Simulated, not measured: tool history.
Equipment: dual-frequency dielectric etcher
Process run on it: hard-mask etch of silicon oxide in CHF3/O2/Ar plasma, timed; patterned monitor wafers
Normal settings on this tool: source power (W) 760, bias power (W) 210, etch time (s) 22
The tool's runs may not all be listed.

run   hour  source power (W)  bias power (W)  etch time (s)  read-back reference wafer on the same gauge, depth_nm  mean etch depth across the wafer (nm)
  1      0               760             210             22                                                   42.4                                   53.8
  2   12.4               760             210             22                                                   42.4                                   54.2
  3   27.2               760             210             22                                                   42.5                                     54
  4   36.2               760             250             22                                                   42.4                                   58.8
  5   43.1               760             210             22                                                   42.4                                   54.2
  6   64.9               760             210             22                                                   42.4                                   54.7
  7   81.9               760             210             22                                                   42.3                                   54.3
  8   94.9               810             210             22                                                   42.5                                   55.3
      98.3  -- gauge calibrated
  9  105.1               810             210             22                                                   42.4                                   55.6
 10  112.5               610             210           20.5                                                   42.5                                   46.6
     159.8  -- upper electrode replaced
 11  160.3               760             210             22                                                   42.5                                   54.6
 12  171.5               760             210           18.5                                                   42.4                                   46.3
 13  183.4               760             210           16.5                                                   42.4                                   40.7
 14  195.5               760             210             22                                                   42.3                                   55.6
     203.5  -- source power generator calibrated
 15  212.3               760             224           16.5                                                   42.4                                   42.8
 16  228.1               660             183           27.5                                                   42.4                                     62
     253.5  -- wet clean of the chamber
     255.5  -- bias power generator calibrated
 17    256               880             225           19.5                                                   42.4                                   50.4
 18  256.3               760             210             26                                                   42.4                                   61.4
 19  265.7               920             210           15.5                                                   42.4                                   39.4
 20  306.8               760             210             22                                                   42.3                                   52.5
 21  323.6               760             174             18                                                   42.4                                   39.8

Measured minus without-hidden-state, run by run (identical run-to-run variation in each term; gauge scatter may differ):
Hidden state at play: etch rate over this chamber's usual, %; source power that arrives over what is set, %; bias power that arrives over what is set, %; gauge reads high (%).
run  mean etch depth across the wafer (nm)
  1                                   +1.4
  2                                   +1.5
  3                                   +1.6
  4                                   +1.7
  5                                   +1.6
  6                                   +1.8
  7                                   +1.8
  8                                   +1.9
  9                                   +2.1
 10                                   +1.7
 11                                   +2.3
 12                                   +1.9
 13                                   +1.7
 14                                   +2.5
 15                                     +2
 16                                   +2.9
 17                                   -0.1
 18                                   -0.1
 19                                   -0.1
 20                                   +0.1
 21                                   +0.1

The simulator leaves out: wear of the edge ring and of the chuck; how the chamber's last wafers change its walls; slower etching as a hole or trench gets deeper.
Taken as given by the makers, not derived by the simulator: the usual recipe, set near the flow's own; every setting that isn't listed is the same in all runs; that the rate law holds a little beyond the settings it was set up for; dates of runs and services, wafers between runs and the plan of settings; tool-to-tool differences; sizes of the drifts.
